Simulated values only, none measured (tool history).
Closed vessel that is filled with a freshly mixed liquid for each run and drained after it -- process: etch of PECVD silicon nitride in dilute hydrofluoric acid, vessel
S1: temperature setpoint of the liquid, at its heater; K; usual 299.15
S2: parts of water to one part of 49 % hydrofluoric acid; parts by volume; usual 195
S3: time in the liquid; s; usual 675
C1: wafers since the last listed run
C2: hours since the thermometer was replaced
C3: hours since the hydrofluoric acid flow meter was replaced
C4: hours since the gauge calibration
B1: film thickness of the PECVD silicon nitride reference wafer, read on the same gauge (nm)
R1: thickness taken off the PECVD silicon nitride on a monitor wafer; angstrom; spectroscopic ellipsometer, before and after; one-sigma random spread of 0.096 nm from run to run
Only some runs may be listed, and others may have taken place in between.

run     day      S1   S2    S3    C1      C2     C3     C4     B1     R1
  1   0.000  302.65  220   675     0   901.4  705.2  644.9  49.98  135.9
      0.996  -- gauge calibrated
  2   1.062  299.15  195   675  1037   926.9  730.7    1.6  50.01  124.5
  3   1.783  299.15  195   675   703   944.2  748.0   18.9  49.99  125.2
  4   2.446  299.15  195   675   646   960.1  763.9   34.8  49.97  124.9
  5   3.879  299.15  195   675  1399   994.5  798.3   69.2  49.99  125.6
  6   4.492  299.15  195   675   597  1009.2  813.0   83.9  50.02  127.2
  7   5.475  299.15  195   675   960  1032.8  836.6  107.5  50.00  125.5
  8   6.083  299.15  195   675   593  1047.4  851.2  122.1  50.00  129.4
  9   6.758  299.15  195   675   658  1063.6  867.4  138.3  50.00  128.5
 10   7.429  299.15  195   675   654  1079.7  883.5  154.4  49.99  126.6
 11   8.808  299.15  195   675  1346  1112.8  916.6  187.5  50.03  130.5
 12  10.258  299.15  195   840  1415  1147.6  951.4  222.3  50.03  161.0
 13  11.467  299.15  195   840  1179  1176.6  980.4  251.3  50.01  160.7
     13.304  -- hydrofluoric acid flow meter replaced
 14  15.383  299.15  195   675  3783  1270.6   49.9  345.3  50.01  121.3
 15  16.412  299.15  195   675  1004  1295.3   74.6  370.0  49.99  119.5
 16  17.758  299.15  195   675  1313  1327.6  106.9  402.3  50.03  122.7
 17  18.425  295.15  195   675   650  1343.6  122.9  418.3  49.98   95.4
 18  19.021  299.15  270   675   581  1357.9  137.2  432.6  50.01   88.5
 19  19.983  301.15  230  1030   939  1381.0  160.3  455.7  50.00  181.1
 20  20.850  300.65  195   675   846  1401.8  181.1  476.5  50.00  135.7
 21  22.342  299.15  195   675  1456  1437.6  216.9  512.3  49.99  124.5
 22  26.375  299.15  195   465  3937  1534.4  313.7  609.1  49.99   86.6
     27.304  -- gauge calibrated
 23  27.433  300.65  130   675  1033  1559.8  339.1    3.1  49.98  206.8
 24  27.971  299.15  275   675   524  1572.7  352.0   16.0  49.98   91.8
 25  28.738  299.15  245   315   748  1591.1  370.4   34.4  49.98   47.7
 26  29.492  302.15  250   675   736  1609.2  388.5   52.5  50.00  117.6
     29.800  -- thermometer replaced
 27  30.742  295.65  225   825  1179    22.6  418.5   82.5  49.98  100.2
 28  34.738  295.65  100   675  3901   118.5  514.4  178.4  50.04  184.6
 29  35.904  299.15  130   675  1138   146.5  542.4  206.4  50.01  181.4
 30  36.421  299.15  195   675   504   158.9  554.8  218.8  50.00  123.1
 31  37.029  301.65  135   315   593   173.5  569.4  233.4  49.99   95.6
 32  37.862  299.15  195   675   813   193.5  589.4  253.4  50.03  119.9
 33  38.683  301.15  235   675   801   213.2  609.1  273.1  49.99  113.8

Alternative continuations, all from the tool just after run 33; predict every row:
  A  38.717  299.15  195  675  32  214.0  609.9  273.9   ?   ?
  B  38.717  299.15  195  310  32  214.0  609.9  273.9   ?   ?
  C  38.717  299.15  195  970  32  214.0  609.9  273.9   ?   ?

run     B1     R1
  A  49.99  122.0
  B  49.99   56.0
  C  49.99  175.3
Without the tool's unlogged condition, the same runs would have read:
run     R1
  A  109.4
  B   50.2
  C  157.1
